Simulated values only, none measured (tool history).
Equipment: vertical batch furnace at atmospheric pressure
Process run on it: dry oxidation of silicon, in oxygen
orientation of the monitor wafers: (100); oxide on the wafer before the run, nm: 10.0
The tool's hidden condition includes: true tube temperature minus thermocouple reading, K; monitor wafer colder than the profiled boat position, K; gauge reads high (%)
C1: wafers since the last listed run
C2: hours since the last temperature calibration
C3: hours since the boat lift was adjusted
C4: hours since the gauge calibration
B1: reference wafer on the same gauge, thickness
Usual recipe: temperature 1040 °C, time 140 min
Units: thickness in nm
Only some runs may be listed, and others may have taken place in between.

run 1 day=0 | temperature=1040 time=140 | C1=0 C2=1224.1 C3=651.7 C4=933.8 | B1=98.6 | thickness=122.23
run 2 day=2.725 | temperature=1021 time=140 | C1=532 C2=1289.5 C3=717.1 C4=999.2 | B1=98.5 | thickness=103.7
run 3 day=11.692 | temperature=1040 time=140 | C1=1750 C2=1504.7 C3=932.3 C4=1214.4 | B1=98.21 | thickness=121.1
run 4 day=12.725 | temperature=1040 time=140 | C1=201 C2=1529.5 C3=957.1 C4=1239.2 | B1=98.29 | thickness=121.46
run 5 day=15.392 | temperature=1040 time=93.5 | C1=520 C2=1593.5 C3=1021.1 C4=1303.2 | B1=98.19 | thickness=93.36
run 6 day=17.075 | temperature=1040 time=93.5 | C1=328 C2=1633.9 C3=1061.5 C4=1343.6 | B1=98.1 | thickness=93.76
run 7 day=18.988 | temperature=1040 time=93.5 | C1=373 C2=1679.8 C3=1107.4 C4=1389.5 | B1=98.09 | thickness=94.09
run 8 day=20.754 | temperature=1051 time=140 | C1=344 C2=1722.2 C3=1149.8 C4=1431.9 | B1=98.09 | thickness=132.26
run 9 day=23.479 | temperature=1051 time=140 | C1=532 C2=1787.6 C3=1215.2 C4=1497.3 | B1=98.04 | thickness=132.15
run 10 day=25.512 | temperature=1051 time=140 | C1=396 C2=1836.4 C3=1264 C4=1546.1 | B1=97.98 | thickness=131.29
run 11 day=27.692 | temperature=1040 time=190 | C1=425 C2=1888.7 C3=1316.3 C4=1598.4 | B1=98.05 | thickness=146.47
run 12 day=30.504 | temperature=1040 time=190 | C1=549 C2=1956.2 C3=1383.8 C4=1665.9 | B1=98.01 | thickness=147.31
run 13 day=33.538 | temperature=1040 time=190 | C1=592 C2=2029 C3=1456.6 C4=1738.7 | B1=97.92 | thickness=147.43
run 14 day=40.867 | temperature=1040 time=92 | C1=1430 C2=2204.9 C3=1632.5 C4=1914.6 | B1=97.96 | thickness=92.39
run 15 day=42.921 | temperature=1040 time=92 | C1=401 C2=2254.2 C3=1681.8 C4=1963.9 | B1=97.94 | thickness=92.41
-- day=44.567 boat lift adjusted
run 16 day=44.975 | temperature=1040 time=92 | C1=205 C2=2303.5 C3=9.8 C4=2013.2 | B1=97.89 | thickness=91.65
run 17 day=45.992 | temperature=1040 time=140 | C1=198 C2=2327.9 C3=34.2 C4=2037.6 | B1=97.82 | thickness=121.23
-- day=50.154 gauge calibrated
run 18 day=52.742 | temperature=1040 time=193.5 | C1=1317 C2=2489.9 C3=196.2 C4=62.1 | B1=100.94 | thickness=153.49
run 19 day=54.812 | temperature=1040 time=140 | C1=404 C2=2539.6 C3=245.9 C4=111.8 | B1=100.68 | thickness=124.67
run 20 day=56.708 | temperature=1023 time=140 | C1=370 C2=2585.1 C3=291.4 C4=157.3 | B1=100.53 | thickness=108.09
run 21 day=59.296 | temperature=1040 time=164 | C1=505 C2=2647.2 C3=353.5 C4=219.4 | B1=100.38 | thickness=137.07
run 22 day=61.796 | temperature=1065 time=96 | C1=488 C2=2707.2 C3=413.5 C4=279.4 | B1=100.16 | thickness=118.2
run 23 day=62.9 | temperature=1062 time=105.5 | C1=215 C2=2733.7 C3=440 C4=305.9 | B1=100.13 | thickness=122.07
-- day=66.633 thermocouples replaced and temperature profile calibrated
run 24 day=66.654 | temperature=1025 time=140 | C1=537 C2=0.5 C3=530.1 C4=396 | B1=99.94 | thickness=109.13
run 25 day=71.333 | temperature=1016 time=77.5 | C1=913 C2=112.8 C3=642.4 C4=508.3 | B1=99.58 | thickness=68.15
run 26 day=73.575 | temperature=1023 time=196 | C1=437 C2=166.6 C3=696.2 C4=562.1 | B1=99.5 | thickness=132.47
run 27 day=82.154 | temperature=1040 time=140 | C1=1674 C2=372.5 C3=902.1 C4=768 | B1=99.09 | thickness=122.99
run 28 day=84.671 | temperature=1040 time=140 | C1=491 C2=432.9 C3=962.5 C4=828.4 | B1=98.98 | thickness=122.73
run 29 day=86.246 | temperature=1040 time=72.5 | C1=307 C2=470.7 C3=1000.3 C4=866.2 | B1=98.99 | thickness=79.74
run 30 day=89.162 | temperature=1061 time=171 | C1=569 C2=540.7 C3=1070.3 C4=936.2 | B1=98.96 | thickness=163.15
run 31 day=92.029 | temperature=1051 time=108.5 | C1=559 C2=609.5 C3=1139.1 C4=1005 | B1=98.79 | thickness=113.1
run 32 day=93.829 | temperature=1040 time=140 | C1=351 C2=652.7 C3=1182.3 C4=1048.2 | B1=98.76 | thickness=122.21
run 33 day=96.512 | temperature=1040 time=103.5 | C1=523 C2=717.1 C3=1246.7 C4=1112.6 | B1=98.72 | thickness=101.03
run 34 day=98.858 | temperature=1060 time=198 | C1=457 C2=773.4 C3=1303 C4=1168.9 | B1=98.65 | thickness=176.98
run 35 day=100.908 | temperature=1049 time=108 | C1=400 C2=822.6 C3=1352.2 C4=1218.1 | B1=98.47 | thickness=110.39

Alternative continuations, all from the tool just after run 35; predict every row:
run A day=101.167 | temperature=1058 time=140 | C1=50 C2=828.8 C3=1358.4 C4=1224.3 | B1=? | thickness=?
run B day=101.167 | temperature=1062 time=166.5 | C1=50 C2=828.8 C3=1358.4 C4=1224.3 | B1=? | thickness=?
run C day=101.167 | temperature=1057 time=103.5 | C1=50 C2=828.8 C3=1358.4 C4=1224.3 | B1=? | thickness=?

run=A B1=98.7 thickness=139.81
run=B B1=98.7 thickness=160.61
run=C B1=98.7 thickness=114.54
With the hidden condition removed and each run's random variation left untouched, the same runs would have given:
run=A thickness=143.24
run=B thickness=164.56
run=C thickness=117.35

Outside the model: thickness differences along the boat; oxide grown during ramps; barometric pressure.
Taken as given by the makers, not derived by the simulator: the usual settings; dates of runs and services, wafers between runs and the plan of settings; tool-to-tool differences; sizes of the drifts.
